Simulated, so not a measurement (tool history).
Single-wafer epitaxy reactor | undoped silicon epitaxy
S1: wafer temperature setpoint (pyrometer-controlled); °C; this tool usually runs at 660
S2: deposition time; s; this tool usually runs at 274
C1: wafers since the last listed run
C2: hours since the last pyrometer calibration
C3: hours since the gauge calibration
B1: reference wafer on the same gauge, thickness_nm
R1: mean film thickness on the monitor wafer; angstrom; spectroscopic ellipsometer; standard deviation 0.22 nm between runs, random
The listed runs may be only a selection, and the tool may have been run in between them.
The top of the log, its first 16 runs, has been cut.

run      day   S1   S2    C1      C2      C3      B1      R1
 17     48.6  660  262   401    1416   755.2  62.454  569.08
 18   51.333  660  262   339  1481.6   820.8  62.707  570.46
 19   55.017  660  262   458    1570   909.2  62.664  569.13
 20   56.529  660  274   188  1606.3   945.5  62.574  594.26
 21   60.762  667  274   526  1707.9  1047.1  62.661  703.39
 22   62.267  655  257   187    1744  1083.2  62.588  490.19
 23     63.9  660  274   203  1783.2  1122.4  62.627  592.78
 24   65.575  673  297   208  1823.4  1162.6  62.692  883.52
      65.925  -- gauge calibrated
 25   68.492  660  244   362  1893.4    61.6  62.639  530.24
 26   70.342  655  252   230  1937.8     106  62.634  481.93
 27   73.358  660  289   375  2010.2   178.4  62.651  627.33
 28   76.929  650  312   444  2095.9   264.1  62.584  528.88
      79.279  -- pyrometer calibrated
 29   79.562  660  274   285     6.8   327.3  62.586  603.25
 30   81.829  660  274   281    61.2   381.7  62.473  601.37
 31   84.275  660  274   304   119.9   440.4  62.653  602.18
 32   86.492  669  227   275   173.1   493.6  62.564  618.74
 33    90.75  674  239   529   275.3   595.8   62.72   729.3
 34   93.654  674  291   361     345   665.5  62.725  888.91
 35   96.058  646  319   298   402.7   723.2  62.587  493.98
 36   99.442  664  234   420   483.9   804.4  62.541  565.19
 37  101.846  649  300   298   541.6   862.1  62.601  501.31
 38  113.192  673  243  1410   813.9  1134.4  62.569  722.65

Here are 3 independent what-if runs from the current tool condition. What would each one return?
  A  113.212  675  274   2  814.4  1134.9   ?   ?
  B  113.212  668  230   2  814.4  1134.9   ?   ?
  C  113.212  674  300   2  814.4  1134.9   ?   ?

run     B1      R1
  A  62.51   848.1
  B  62.51  603.22
  C  62.51  907.02
With no hidden state in the tool, these same runs would have given:
run      R1
  A  857.96
  B  610.35
  C  917.59

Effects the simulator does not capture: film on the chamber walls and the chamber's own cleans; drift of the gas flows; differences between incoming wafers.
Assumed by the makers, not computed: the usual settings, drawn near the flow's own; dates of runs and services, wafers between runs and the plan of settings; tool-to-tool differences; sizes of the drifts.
